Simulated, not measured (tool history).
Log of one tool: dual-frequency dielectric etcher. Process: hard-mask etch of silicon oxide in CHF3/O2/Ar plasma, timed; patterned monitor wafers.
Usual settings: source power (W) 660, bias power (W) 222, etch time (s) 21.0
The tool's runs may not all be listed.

run    hour  source power (W)  bias power (W)  etch time (s)  read-back reference wafer on the same gauge, depth_nm  mean etch depth across the wafer (Å)
  1     0.0               660             222           21.0                                                  49.20                                 448.1
  2    60.7               660             222           21.0                                                  49.19                                 446.4
  3   108.2               660             222           21.0                                                  49.17                                 446.4
  4   152.3               660             222           21.0                                                  49.24                                 444.4
  5   225.9               660             222           21.0                                                  49.16                                 443.6
  6   293.2               660             222           21.0                                                  49.21                                 453.8
  7   324.3               660             191           21.0                                                  49.20                                 415.8
  8   378.4               660             191           21.0                                                  49.19                                 412.4
  9   411.5               660             191           21.0                                                  49.19                                 414.5
 10   469.4               660             266           16.5                                                  49.24                                 391.3
 11   510.4               660             266           16.5                                                  49.20                                 389.7
 12   547.2               660             222           17.5                                                  49.20                                 373.5
 13   601.5               660             222           21.0                                                  49.20                                 447.5
 14   643.2               660             183           19.5                                                  49.21                                 385.7
 15   693.5               660             222           15.5                                                  49.20                                 327.8
 16   743.9               660             271           25.0                                                  49.16                                 571.9
 17   817.2               560             167           17.5                                                  49.17                                 317.3
 18   849.3               660             222           21.0                                                  49.19                                 454.3
 19   898.8               660             222           15.5                                                  49.20                                 335.8
 20   952.7               790             222           21.0                                                  49.21                                 488.5
 21   980.0               660             222           21.0                                                  49.20                                 453.8
 22  1039.7               720             222           15.0                                                  49.20                                 336.4
 23  1073.9               660             222           21.0                                                  49.16                                 450.7

Taken out of this log: 6 entries between the listed runs. Where each belongs, and how the hidden state differs across it:
Between runs 5 and 6: wet clean of the chamber (hour 252.5)
  etch rate over this chamber's usual, %: -2.28 -> -0.187
  measured less the result without the state, mean etch depth across the wafer (Å): -10.3 -> -0.9
Between runs 7 and 8: bias power generator calibrated (hour 377.9)
  etch rate over this chamber's usual, %: -0.311 -> -0.526
  measured less the result without the state, mean etch depth across the wafer (Å): -1.3 -> -2.1
Between runs 10 and 11: source power generator calibrated (hour 489.9)
  etch rate over this chamber's usual, %: -0.888 -> -1.05
  measured less the result without the state, mean etch depth across the wafer (Å): -3.5 -> -4.2
Between runs 11 and 12: upper electrode replaced, of another model than before (hour 546.7)
  etch rate over this chamber's usual, %: -1.05 -> -1.2
  measured less the result without the state, mean etch depth across the wafer (Å): -4.2 -> -4.6
Between runs 16 and 17: wet clean of the chamber (hour 816.7)
  etch rate over this chamber's usual, %: -1.98 -> 0.52
  measured less the result without the state, mean etch depth across the wafer (Å): -11.6 -> +1.6
Between runs 17 and 18: gauge calibrated (hour 824.9)
  etch rate over this chamber's usual, %: 0.52 -> 0.393
  measured less the result without the state, mean etch depth across the wafer (Å): +1.6 -> +1.8

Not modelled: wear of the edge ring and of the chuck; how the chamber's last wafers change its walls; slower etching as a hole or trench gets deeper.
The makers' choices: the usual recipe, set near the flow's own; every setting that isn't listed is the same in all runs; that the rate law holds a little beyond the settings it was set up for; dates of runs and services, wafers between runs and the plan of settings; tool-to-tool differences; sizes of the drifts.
